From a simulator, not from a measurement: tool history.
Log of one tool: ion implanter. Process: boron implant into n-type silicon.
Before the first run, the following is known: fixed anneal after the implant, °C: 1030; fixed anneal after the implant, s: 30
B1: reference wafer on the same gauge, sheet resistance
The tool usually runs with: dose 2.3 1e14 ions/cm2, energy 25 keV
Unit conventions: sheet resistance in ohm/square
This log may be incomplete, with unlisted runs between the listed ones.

Run 1, day 0: usual settings; B1 360.08. Result: sheet resistance 379.94 ohm/square.
Run 2, day 2.433: usual settings; B1 359.67. Result: sheet resistance 380.18 ohm/square.
Run 3, day 4.025: usual settings; B1 359.72. Result: sheet resistance 377.75 ohm/square.
Run 4, day 6.225: usual settings; B1 360.34. Result: sheet resistance 379.69 ohm/square.
Run 5, day 9.004: usual settings but dose 2.12 1e14 ions/cm2; B1 359.85. Result: sheet resistance 401.27 ohm/square.
Run 6, day 11.012: usual settings but dose 2.12 1e14 ions/cm2; B1 360.73. Result: sheet resistance 405.09 ohm/square.
Run 7, day 12.867: usual settings; B1 360.14. Result: sheet resistance 376.74 ohm/square.
Run 8, day 15.604: usual settings; B1 359.34. Result: sheet resistance 375.72 ohm/square.
Run 9, day 16.879: usual settings; B1 360.08. Result: sheet resistance 377.23 ohm/square.
At day 17.308: gauge calibrated.
At day 17.362: Faraday cup replaced and dose calibrated.
Run 10, day 17.996: usual settings; B1 359.38. Result: sheet resistance 391.99 ohm/square.
Run 11, day 20.792: usual settings; B1 360.06. Result: sheet resistance 395.37 ohm/square.
Run 12, day 23.392: usual settings but energy 23 keV; B1 359.73. Result: sheet resistance 395.83 ohm/square.
Run 13, day 25.383: usual settings but energy 23 keV; B1 360.26. Result: sheet resistance 399.34 ohm/square.
Run 14, day 27.646: usual settings but dose 2.5 1e14 ions/cm2; B1 359.96. Result: sheet resistance 370.05 ohm/square.
Run 15, day 30.142: usual settings but dose 1.81 1e14 ions/cm2; B1 359.9. Result: sheet resistance 479.77 ohm/square.
Run 16, day 32.917: usual settings but dose 1.95 1e14 ions/cm2, energy 22 keV; B1 360.5. Result: sheet resistance 455.81 ohm/square.
Run 17, day 35.396: usual settings but dose 2.61 1e14 ions/cm2; B1 360.8. Result: sheet resistance 355.9 ohm/square.
Run 18, day 37.612: usual settings but dose 2.48 1e14 ions/cm2, energy 28.5 keV; B1 359.83. Result: sheet resistance 366.03 ohm/square.
Run 19, day 40.158: usual settings but dose 1.76 1e14 ions/cm2; B1 360.49. Result: sheet resistance 491.77 ohm/square.
Run 20, day 42.438: usual settings but dose 2.98 1e14 ions/cm2; B1 360.82. Result: sheet resistance 318.1 ohm/square.
Run 21, day 44.733: usual settings but dose 2.59 1e14 ions/cm2, energy 20 keV; B1 359.76. Result: sheet resistance 367.09 ohm/square.
Run 22, day 47.133: usual settings; B1 360.25. Result: sheet resistance 391.99 ohm/square.
Run 23, day 49.604: usual settings but dose 2.08 1e14 ions/cm2, energy 29 keV; B1 360.55. Result: sheet resistance 418.78 ohm/square.
Run 24, day 51.142: usual settings; B1 360.22. Result: sheet resistance 391.11 ohm/square.
Run 25, day 53.588: usual settings but dose 2.63 1e14 ions/cm2, energy 20 keV; B1 360.56. Result: sheet resistance 359.24 ohm/square.
Run 26, day 55.654: usual settings but dose 1.63 1e14 ions/cm2, energy 19.5 keV; B1 360.49. Result: sheet resistance 536.08 ohm/square.
Run 27, day 57.496: usual settings but dose 2.02 1e14 ions/cm2, energy 22.5 keV; B1 359.84. Result: sheet resistance 441.73 ohm/square.
At day 59.925: extraction supply calibrated.
Run 28, day 60.442: usual settings but dose 2.61 1e14 ions/cm2; B1 359.92. Result: sheet resistance 353.81 ohm/square.
Run 29, day 63.379: usual settings but dose 1.84 1e14 ions/cm2, energy 28.5 keV; B1 360.1. Result: sheet resistance 462.77 ohm/square.
Run 30, day 66.017: usual settings but dose 2.01 1e14 ions/cm2, energy 22 keV; B1 360.03. Result: sheet resistance 445.76 ohm/square.
Run 31, day 68.958: usual settings but dose 1.93 1e14 ions/cm2, energy 28 keV; B1 360.09. Result: sheet resistance 442.53 ohm/square.
Run 32, day 71.896: usual settings; B1 359.97. Result: sheet resistance 385.93 ohm/square.
Run 33, day 74.146: usual settings; B1 359.48. Result: sheet resistance 390.39 ohm/square.
Run 34, day 75.671: usual settings but dose 1.92 1e14 ions/cm2; B1 360.49. Result: sheet resistance 453.12 ohm/square.
Run 35, day 77.121: usual settings; B1 360.59. Result: sheet resistance 389.67 ohm/square.
Run 36, day 79.142: usual settings but dose 2.86 1e14 ions/cm2, energy 19.5 keV; B1 360.68. Result: sheet resistance 334.86 ohm/square.
Run 37, day 82.071: usual settings but dose 2.11 1e14 ions/cm2, energy 33 keV; B1 359.71. Result: sheet resistance 404.72 ohm/square.
Run 38, day 84.304: usual settings but dose 1.92 1e14 ions/cm2, energy 29.5 keV; B1 360.05. Result: sheet resistance 440.68 ohm/square.

Measured less the same run without the tool's hidden state. The same run-to-run variation is in both; the gauge's scatter may not be:
Hidden state at play: deviation of the true dose from the Faraday cup's reading, %; deviation of the true energy from its setpoint, %; gauge reads high (%).
run  sheet resistance
  1            -14.41
  2             -15.1
  3            -15.46
  4            -16.18
  5            -17.91
  6            -18.73
  7            -18.07
  8             -18.9
  9            -19.38
 10             +0.47
 11             +0.45
 12              +0.4
 13             +0.36
 14             +0.28
 15             +0.23
 16             +0.07
 17             -0.07
 18              -0.2
 19             -0.49
 20             -0.48
 21             -0.73
 22                -1
 23             -1.32
 24             -1.42
 25             -1.58
 26             -2.68
 27             -2.48
 28             -2.36
 29             -3.48
 30             -3.93
 31             -4.34
 32             -4.38
 33             -4.84
 34             -5.89
 35              -5.4
 36             -5.05
 37             -6.46
 38             -7.57
